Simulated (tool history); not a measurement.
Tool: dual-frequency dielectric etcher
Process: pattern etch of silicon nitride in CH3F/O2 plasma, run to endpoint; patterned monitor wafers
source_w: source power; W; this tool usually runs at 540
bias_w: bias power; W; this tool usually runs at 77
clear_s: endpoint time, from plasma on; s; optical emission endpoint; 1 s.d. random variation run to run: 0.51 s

run,day,source_w,bias_w,"incoming incoming film thickness, nm",clear_s
1,0,620,77,54.4,53.5
2,0.629,620,77,55.1,53.4
3,1.725,620,77,54.5,53.3
4,2.917,540,77,54,55.1
5,4.2,540,77,54.5,55.7
6,5.371,540,77,54.8,55.5
7,6.25,540,77,54.2,55.1
8,7.192,570,77,54.7,54.3
# day 8.771: bias power generator calibrated
# day 9.192: upper electrode replaced
# day 9.617: wet clean of the chamber
9,11.367,570,77,54.3,55.9
10,12.312,540,77,54.8,57.8
# day 12.767: source power generator calibrated
11,13.662,540,77,54.4,57.5
12,14.892,540,77,55.5,57.4

Run 13 comes next. What will it give?
13,15.708,600,86,54.1,?

clear_s: 52.7 s
With no hidden state in the tool, this same run would have given clear_s 53.3 s.
